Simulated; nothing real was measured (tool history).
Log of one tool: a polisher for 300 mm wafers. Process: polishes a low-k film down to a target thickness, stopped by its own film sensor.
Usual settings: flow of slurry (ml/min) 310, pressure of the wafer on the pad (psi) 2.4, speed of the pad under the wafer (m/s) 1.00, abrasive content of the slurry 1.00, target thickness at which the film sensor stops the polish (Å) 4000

run	hour	flow of slurry (ml/min)	pressure of the wafer on the pad (psi)	speed of the pad under the wafer (m/s)	abrasive content of the slurry	target thickness at which the film sensor stops the polish (Å)	wafers since the last listed run	wafers polished on this pad	hours since the slurry nozzle was cleaned	hours since the head pressure was calibrated	hours since the slurry blender was calibrated	hours since the conditioning disc was replaced	incoming thickness of the incoming film, nm	time until the film sensor stopped the polish (s)
1	0.0	310	2.4	1.00	1.00	4090	0	549	330.7	87.7	168.1	343.0	449.2	103.9
# hour 5.2: conditioning disc replaced and pad reconditioned
2	59.1	310	2.4	1.00	1.00	4000	467	1017	389.8	146.8	227.2	53.9	450.4	125.0
# hour 64.5: slurry nozzle cleaned
3	128.3	310	2.4	1.00	1.00	4000	558	1576	63.8	216.0	296.4	123.1	457.8	145.3
# hour 184.3: worn pad replaced by a new one
# hour 190.2: head pressure recalibrated
# hour 207.1: slurry blender recalibrated
4	279.9	310	2.4	1.00	1.00	4000	1176	750	215.4	89.7	72.8	274.7	447.2	120.8
# hour 302.0: conditioning disc replaced and pad reconditioned
5	332.5	310	2.4	1.00	1.00	4000	414	1165	268.0	142.3	125.4	30.5	442.3	103.4
6	401.7	310	2.4	1.00	1.00	4000	567	1732	337.2	211.5	194.6	99.7	449.6	124.7
# hour 410.1: slurry nozzle cleaned
# hour 450.2: worn pad replaced by a new one
7	450.7	370	2.4	1.00	1.00	4000	360	4	40.6	260.5	243.6	148.7	447.0	117.3
# hour 471.6: head pressure recalibrated
8	503.4	310	2.4	1.00	1.00	4000	415	419	93.3	31.8	296.3	201.4	449.9	127.5
9	560.4	310	2.4	1.00	1.00	4000	467	886	150.3	88.8	353.3	258.4	449.2	125.9
# hour 593.0: slurry blender recalibrated
10	599.9	310	2.4	1.00	0.90	4000	307	1194	189.8	128.3	6.9	297.9	448.5	133.6
# hour 611.7: conditioning disc replaced and pad reconditioned
11	649.2	310	2.4	1.00	0.90	4000	387	1581	239.1	177.6	56.2	37.5	447.4	124.5
12	700.2	310	2.4	1.00	0.90	4000	417	1999	290.1	228.6	107.2	88.5	457.0	151.8
13	740.2	310	2.4	1.00	1.00	4000	327	2327	330.1	268.6	147.2	128.5	454.8	136.6
# hour 747.0: worn pad replaced by a new one
14	765.7	215	2.4	1.00	1.00	3850	176	152	355.6	294.1	172.7	154.0	452.3	178.7
# hour 768.1: head pressure recalibrated
# hour 811.5: slurry nozzle cleaned
15	822.8	310	2.4	1.00	1.20	4000	443	596	11.3	54.7	229.8	211.1	445.9	106.4
16	884.4	310	3.0	1.00	1.00	3890	504	1101	72.9	116.3	291.4	272.7	455.6	136.8
# hour 911.8: conditioning disc replaced and pad reconditioned
17	929.7	250	2.4	1.00	1.00	4090	354	1455	118.2	161.6	336.7	17.9	455.6	115.7
18	964.4	310	2.7	1.00	1.00	4000	284	1740	152.9	196.3	371.4	52.6	447.6	105.1
# hour 972.5: slurry blender recalibrated
19	989.8	310	2.4	1.00	1.00	4000	191	1932	178.3	221.7	17.3	78.0	445.7	113.6
# hour 1009.6: worn pad replaced by a new one
20	1105.0	375	2.4	0.88	1.00	4090	911	782	293.5	336.9	132.5	193.2	441.2	88.7
# hour 1119.5: head pressure recalibrated
21	1169.9	310	2.4	1.00	1.15	3830	515	1297	358.4	50.4	197.4	258.1	452.3	162.5
# hour 1197.1: slurry nozzle cleaned
22	1223.1	310	2.4	0.90	1.00	4070	427	1725	26.0	103.6	250.6	311.3	449.7	118.0
23	1260.2	310	2.4	1.00	1.00	4000	304	2029	63.1	140.7	287.7	348.4	444.0	112.0
# hour 1268.1: conditioning disc replaced and pad reconditioned
24	1307.1	310	2.4	0.88	1.00	4000	367	2397	110.0	187.6	334.6	39.0	448.1	132.6
# hour 1320.0: worn pad replaced by a new one
# hour 1345.1: slurry blender recalibrated
25	1349.0	410	2.0	1.22	1.00	4130	294	220	151.9	229.5	3.9	80.9	457.7	113.1
26	1385.1	310	2.4	0.90	1.00	4070	295	516	188.0	265.6	40.0	117.0	444.6	102.5

What the log doesn't show, run by run:
removal rate lost through wear of the pad, %: 0 in every run
slurry flow missing at the pad, %: 0 in every run
deviation of the head's pressure from its setpoint, %: 0 in every run
abrasive missing from the slurry, %: 0 in every run
H1: time polished since the conditioner stopped cutting, s
run	H1
1	151
2	86.2
3	131
4	168
5	56
6	112
7	134
8	149
9	159
10	163
11	60
12	102
13	123
14	133
15	148
16	157
17	26.5
18	63.3
19	83.6
20	133
21	144
22	150
23	152
24	63.9
25	99.2
26	120
